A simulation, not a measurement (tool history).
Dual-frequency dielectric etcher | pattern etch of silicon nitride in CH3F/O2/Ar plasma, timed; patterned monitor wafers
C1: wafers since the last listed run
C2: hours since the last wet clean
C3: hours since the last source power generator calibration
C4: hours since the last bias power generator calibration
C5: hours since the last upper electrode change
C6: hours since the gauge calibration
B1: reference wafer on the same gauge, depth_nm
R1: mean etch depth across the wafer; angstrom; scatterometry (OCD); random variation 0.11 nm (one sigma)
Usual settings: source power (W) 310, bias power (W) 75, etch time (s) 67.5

{"run": 1, "hour": 0.0, "source power (W)": 310, "bias power (W)": 86, "etch time (s)": 67.5, "C1": 0, "C2": 13.2, "C3": 3826.0, "C4": 3502.2, "C5": 2433.1, "C6": 389.7, "B1": 36.61, "R1": 425.6}
{"run": 2, "hour": 21.6, "source power (W)": 310, "bias power (W)": 75, "etch time (s)": 67.5, "C1": 268, "C2": 34.8, "C3": 3847.6, "C4": 3523.8, "C5": 2454.7, "C6": 411.3, "B1": 36.61, "R1": 398.4}
{"run": 3, "hour": 51.5, "source power (W)": 310, "bias power (W)": 75, "etch time (s)": 67.5, "C1": 372, "C2": 64.7, "C3": 3877.5, "C4": 3553.7, "C5": 2484.6, "C6": 441.2, "B1": 36.62, "R1": 403.3}
{"run": 4, "hour": 72.2, "source power (W)": 310, "bias power (W)": 75, "etch time (s)": 67.5, "C1": 257, "C2": 85.4, "C3": 3898.2, "C4": 3574.4, "C5": 2505.3, "C6": 461.9, "B1": 36.63, "R1": 402.7}
{"run": 5, "hour": 105.5, "source power (W)": 290, "bias power (W)": 75, "etch time (s)": 57.0, "C1": 414, "C2": 118.7, "C3": 3931.5, "C4": 3607.7, "C5": 2538.6, "C6": 495.2, "B1": 36.62, "R1": 330.6}
{"run": 6, "hour": 130.8, "source power (W)": 310, "bias power (W)": 75, "etch time (s)": 67.5, "C1": 314, "C2": 144.0, "C3": 3956.8, "C4": 3633.0, "C5": 2563.9, "C6": 520.5, "B1": 36.63, "R1": 406.6}
{"run": 7, "hour": 149.3, "source power (W)": 310, "bias power (W)": 75, "etch time (s)": 67.5, "C1": 230, "C2": 162.5, "C3": 3975.3, "C4": 3651.5, "C5": 2582.4, "C6": 539.0, "B1": 36.61, "R1": 404.4}
{"run": 8, "hour": 167.7, "source power (W)": 310, "bias power (W)": 75, "etch time (s)": 67.5, "C1": 228, "C2": 180.9, "C3": 3993.7, "C4": 3669.9, "C5": 2600.8, "C6": 557.4, "B1": 36.6, "R1": 407.0}
{"run": 9, "hour": 197.2, "source power (W)": 310, "bias power (W)": 75, "etch time (s)": 67.5, "C1": 367, "C2": 210.4, "C3": 4023.2, "C4": 3699.4, "C5": 2630.3, "C6": 586.9, "B1": 36.64, "R1": 406.0}
{"run": 10, "hour": 218.0, "source power (W)": 270, "bias power (W)": 75, "etch time (s)": 67.5, "C1": 258, "C2": 231.2, "C3": 4044.0, "C4": 3720.2, "C5": 2651.1, "C6": 607.7, "B1": 36.56, "R1": 383.4}
{"run": 11, "hour": 245.7, "source power (W)": 310, "bias power (W)": 75, "etch time (s)": 67.5, "C1": 344, "C2": 258.9, "C3": 4071.7, "C4": 3747.9, "C5": 2678.8, "C6": 635.4, "B1": 36.62, "R1": 409.7}
{"run": 12, "hour": 259.6, "source power (W)": 310, "bias power (W)": 75, "etch time (s)": 67.5, "C1": 172, "C2": 272.8, "C3": 4085.6, "C4": 3761.8, "C5": 2692.7, "C6": 649.3, "B1": 36.59, "R1": 412.5}
{"hour": 284.6, "done": "upper electrode replaced, of another model than before"}
{"run": 13, "hour": 293.9, "source power (W)": 310, "bias power (W)": 87, "etch time (s)": 72.5, "C1": 128, "C2": 307.1, "C3": 4119.9, "C4": 3796.1, "C5": 9.3, "C6": 683.6, "B1": 36.57, "R1": 461.2}
{"run": 14, "hour": 308.5, "source power (W)": 310, "bias power (W)": 87, "etch time (s)": 72.5, "C1": 181, "C2": 321.7, "C3": 4134.5, "C4": 3810.7, "C5": 23.9, "C6": 698.2, "B1": 36.63, "R1": 459.1}
{"hour": 323.2, "done": "gauge calibrated"}
{"run": 15, "hour": 329.3, "source power (W)": 290, "bias power (W)": 75, "etch time (s)": 67.5, "C1": 258, "C2": 342.5, "C3": 4155.3, "C4": 3831.5, "C5": 44.7, "C6": 6.1, "B1": 36.61, "R1": 394.7}
{"hour": 378.0, "done": "wet clean of the chamber"}
{"run": 16, "hour": 378.5, "source power (W)": 310, "bias power (W)": 75, "etch time (s)": 67.5, "C1": 313, "C2": 0.5, "C3": 4204.5, "C4": 3880.7, "C5": 93.9, "C6": 55.3, "B1": 36.63, "R1": 402.8}
{"run": 17, "hour": 378.8, "source power (W)": 310, "bias power (W)": 80, "etch time (s)": 62.5, "C1": 3, "C2": 0.8, "C3": 4204.8, "C4": 3881.0, "C5": 94.2, "C6": 55.6, "B1": 36.61, "R1": 376.6}
{"run": 18, "hour": 404.1, "source power (W)": 380, "bias power (W)": 75, "etch time (s)": 67.5, "C1": 314, "C2": 26.1, "C3": 4230.1, "C4": 3906.3, "C5": 119.5, "C6": 80.9, "B1": 36.61, "R1": 459.1}
{"run": 19, "hour": 423.5, "source power (W)": 310, "bias power (W)": 75, "etch time (s)": 54.0, "C1": 241, "C2": 45.5, "C3": 4249.5, "C4": 3925.7, "C5": 138.9, "C6": 100.3, "B1": 36.63, "R1": 323.9}
{"run": 20, "hour": 441.5, "source power (W)": 240, "bias power (W)": 59, "etch time (s)": 50.5, "C1": 223, "C2": 63.5, "C3": 4267.5, "C4": 3943.7, "C5": 156.9, "C6": 118.3, "B1": 36.64, "R1": 232.6}
{"run": 21, "hour": 464.3, "source power (W)": 230, "bias power (W)": 89, "etch time (s)": 47.5, "C1": 283, "C2": 86.3, "C3": 4290.3, "C4": 3966.5, "C5": 179.7, "C6": 141.1, "B1": 36.6, "R1": 233.0}
{"run": 22, "hour": 484.1, "source power (W)": 250, "bias power (W)": 75, "etch time (s)": 52.0, "C1": 246, "C2": 106.1, "C3": 4310.1, "C4": 3986.3, "C5": 199.5, "C6": 160.9, "B1": 36.59, "R1": 265.6}
{"hour": 512.8, "done": "source power generator calibrated"}
{"run": 23, "hour": 518.8, "source power (W)": 310, "bias power (W)": 56, "etch time (s)": 48.5, "C1": 382, "C2": 140.8, "C3": 6.0, "C4": 4021.0, "C5": 234.2, "C6": 195.6, "B1": 36.57, "R1": 272.4}
{"hour": 540.9, "done": "bias power generator calibrated"}
{"run": 24, "hour": 541.4, "source power (W)": 310, "bias power (W)": 75, "etch time (s)": 67.5, "C1": 231, "C2": 163.4, "C3": 28.6, "C4": 0.5, "C5": 256.8, "C6": 218.2, "B1": 36.64, "R1": 406.7}
{"run": 25, "hour": 595.5, "source power (W)": 310, "bias power (W)": 75, "etch time (s)": 67.5, "C1": 673, "C2": 217.5, "C3": 82.7, "C4": 54.6, "C5": 310.9, "C6": 272.3, "B1": 36.61, "R1": 411.6}
{"run": 26, "hour": 620.7, "source power (W)": 350, "bias power (W)": 61, "etch time (s)": 58.5, "C1": 313, "C2": 242.7, "C3": 107.9, "C4": 79.8, "C5": 336.1, "C6": 297.5, "B1": 36.59, "R1": 368.6}

Forecast run 27:
{"run": 27, "hour": 646.7, "source power (W)": 280, "bias power (W)": 75, "etch time (s)": 67.5, "C1": 323, "C2": 268.7, "C3": 133.9, "C4": 105.8, "C5": 362.1, "C6": 323.5, "B1": "?", "R1": "?"}

Run 27 gave B1 36.59, R1 381.5 angstrom.
Without the tool's hidden state the same run would have given R1 370.4 angstrom.

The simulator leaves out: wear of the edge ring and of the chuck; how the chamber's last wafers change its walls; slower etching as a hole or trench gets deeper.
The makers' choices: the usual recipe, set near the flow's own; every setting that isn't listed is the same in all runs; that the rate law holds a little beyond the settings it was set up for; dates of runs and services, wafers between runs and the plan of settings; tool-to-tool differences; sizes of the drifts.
